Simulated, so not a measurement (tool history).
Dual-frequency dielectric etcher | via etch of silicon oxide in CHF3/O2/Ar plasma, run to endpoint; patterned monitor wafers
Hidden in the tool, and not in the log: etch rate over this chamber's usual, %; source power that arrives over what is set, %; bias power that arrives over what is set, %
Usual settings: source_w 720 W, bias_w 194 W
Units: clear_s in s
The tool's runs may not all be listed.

run	hour	source_w	bias_w	wafers since the last listed run	hours since the last wet clean	hours since the last source power generator calibration	hours since the last bias power generator calibration	hours since the last upper electrode change	incoming incoming film thickness, nm	clear_s
1	0.0	720	194	0	91.0	2233.1	1292.2	3345.7	733.2	333.6
2	31.9	720	205	179	122.9	2265.0	1324.1	3377.6	724.2	325.1
3	49.9	720	205	101	140.9	2283.0	1342.1	3395.6	724.2	326.2
4	83.6	720	205	189	174.6	2316.7	1375.8	3429.3	733.6	328.7
5	99.7	720	194	90	190.7	2332.8	1391.9	3445.4	730.0	331.5
6	131.0	720	194	176	222.0	2364.1	1423.2	3476.7	726.4	328.1
7	148.9	590	222	100	239.9	2382.0	1441.1	3494.6	722.3	340.2
8	170.7	640	194	122	261.7	2403.8	1462.9	3516.4	729.5	344.6
9	197.6	640	194	151	288.6	2430.7	1489.8	3543.3	726.6	341.5
10	214.1	640	194	92	305.1	2447.2	1506.3	3559.8	726.5	337.1
11	247.7	810	194	189	338.7	2480.8	1539.9	3593.4	724.2	308.6
12	266.3	810	194	104	357.3	2499.4	1558.5	3612.0	721.3	309.7
# hour 312.3: upper electrode replaced
13	312.8	720	194	126	403.8	2545.9	1605.0	0.5	727.1	320.9
14	313.5	720	194	3	404.5	2546.6	1605.7	1.2	729.0	323.7
15	348.0	720	224	194	439.0	2581.1	1640.2	35.7	721.2	308.2
16	378.2	720	194	169	469.2	2611.3	1670.4	65.9	727.0	324.3
# hour 387.9: bias power generator calibrated
17	413.2	560	164	174	504.2	2646.3	25.3	100.9	726.5	368.3
# hour 442.5: wet clean of the chamber
18	443.0	720	194	32	0.5	2676.1	55.1	130.7	728.5	335.1
# hour 460.5: source power generator calibrated
19	468.2	720	160	119	25.7	7.7	80.3	155.9	729.5	355.7
20	488.6	890	226	114	46.1	28.1	100.7	176.3	724.8	297.8
21	510.1	820	160	121	67.6	49.6	122.2	197.8	727.7	334.8
22	541.8	810	194	178	99.3	81.3	153.9	229.5	723.3	317.3
23	576.5	860	151	195	134.0	116.0	188.6	264.2	732.1	330.4
24	593.7	640	216	96	151.2	133.2	205.8	281.4	726.1	336.7
25	624.4	540	194	172	181.9	163.9	236.5	312.1	724.6	370.5
26	641.6	560	210	96	199.1	181.1	253.7	329.3	713.1	346.6
27	668.0	720	194	148	225.5	207.5	280.1	355.7	723.0	329.7
28	687.0	720	194	106	244.5	226.5	299.1	374.7	727.1	330.4

5 ways to go on from here, each from the tool as it stands after run 28. What would each give?
A	687.5	720	194	2	245.0	227.0	299.6	375.2	717.8	?
B	687.5	870	210	2	245.0	227.0	299.6	375.2	717.8	?
C	687.5	790	149	2	245.0	227.0	299.6	375.2	717.8	?
D	687.5	790	154	2	245.0	227.0	299.6	375.2	717.8	?
E	687.5	580	194	2	245.0	227.0	299.6	375.2	717.8	?

run	clear_s
A	326.0
B	297.3
C	334.7
D	332.3
E	354.0
Without the tool's hidden state the same runs would have given:
run	clear_s
A	332.3
B	303.0
C	341.2
D	338.7
E	360.8
